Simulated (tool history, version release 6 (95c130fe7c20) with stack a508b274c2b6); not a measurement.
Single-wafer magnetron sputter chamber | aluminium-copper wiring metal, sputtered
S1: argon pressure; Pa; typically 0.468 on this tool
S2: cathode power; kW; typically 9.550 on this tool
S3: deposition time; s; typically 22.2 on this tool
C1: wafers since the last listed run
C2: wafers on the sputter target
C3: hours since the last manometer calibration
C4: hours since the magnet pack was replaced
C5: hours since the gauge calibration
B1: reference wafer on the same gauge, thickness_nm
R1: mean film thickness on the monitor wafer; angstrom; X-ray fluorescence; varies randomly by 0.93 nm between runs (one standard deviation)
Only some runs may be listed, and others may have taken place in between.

run	day	S1	S2	S3	C1	C2	C3	C4	C5	B1	R1
1	0.000	0.353	9.550	25.2	0	5533	1687.2	12254.1	34.4	330.090	4141.27
2	0.462	0.468	9.550	22.2	235	5769	1698.3	12265.2	45.5	329.944	3374.07
3	1.017	0.468	9.550	22.2	282	6052	1711.6	12278.5	58.8	330.007	3372.48
4	1.346	0.468	9.550	22.2	167	6219	1719.5	12286.4	66.7	330.136	3372.03
5	1.821	0.468	10.400	25.0	242	6462	1730.9	12297.8	78.1	329.906	3959.84
6	2.329	0.532	9.550	22.2	259	6721	1743.1	12310.0	90.3	329.914	3219.10
# day 3.150: capacitance manometer re-zeroed and calibrated
7	3.171	0.468	9.550	22.2	259	6980	0.5	12330.2	110.5	329.973	3358.95
# day 3.712: sputter target and shields replaced
8	3.733	0.468	9.550	22.2	116	9	14.0	12343.7	124.0	329.943	3521.12
9	3.983	0.468	9.550	22.2	127	137	20.0	12349.7	130.0	330.019	3506.46
10	4.233	0.561	7.950	22.2	127	264	26.0	12355.7	136.0	330.026	3031.24
# day 4.467: gauge calibrated
11	4.712	0.468	9.550	22.2	244	509	37.5	12367.2	5.9	330.077	3516.56
12	4.996	0.538	9.550	22.2	144	653	44.3	12374.0	12.7	330.122	3353.86
# day 5.871: magnet pack replaced
13	5.892	0.468	9.550	22.2	286	940	65.8	0.5	34.2	330.156	3492.23
14	6.000	0.550	10.700	24.2	55	995	68.4	3.1	36.8	329.877	3837.23
15	6.612	0.468	11.300	22.2	312	1308	83.1	17.8	51.5	330.142	3819.36
16	7.325	0.337	9.550	22.2	363	1671	100.2	34.9	68.6	329.996	3785.41
17	7.804	0.468	9.550	24.0	244	1915	111.7	46.4	80.1	330.261	3765.58
18	8.150	0.567	9.550	25.5	176	2092	120.0	54.7	88.4	329.909	3731.65
19	8.462	0.397	8.350	22.2	159	2251	127.5	62.2	95.9	329.946	3393.70
20	8.958	0.468	9.550	22.2	252	2504	139.4	74.1	107.8	330.107	3464.77
21	9.375	0.468	7.550	22.2	212	2716	149.4	84.1	117.8	329.939	3093.51

Results for each run, recomputed without the tool's hidden state and with each run's random variation untouched:
What the log doesn't record here: deposition rate above that of a new target (%); true argon pressure above the setpoint (%); gauge reads high (%).
run	R1
1	4313.44
2	3519.70
3	3524.47
4	3527.83
5	4149.31
6	3378.81
7	3535.46
8	3525.15
9	3513.25
10	3039.51
11	3531.51
12	3371.15
13	3520.24
14	3869.34
15	3858.85
16	3833.25
17	3819.03
18	3788.80
19	3449.14
20	3526.98
21	3153.27
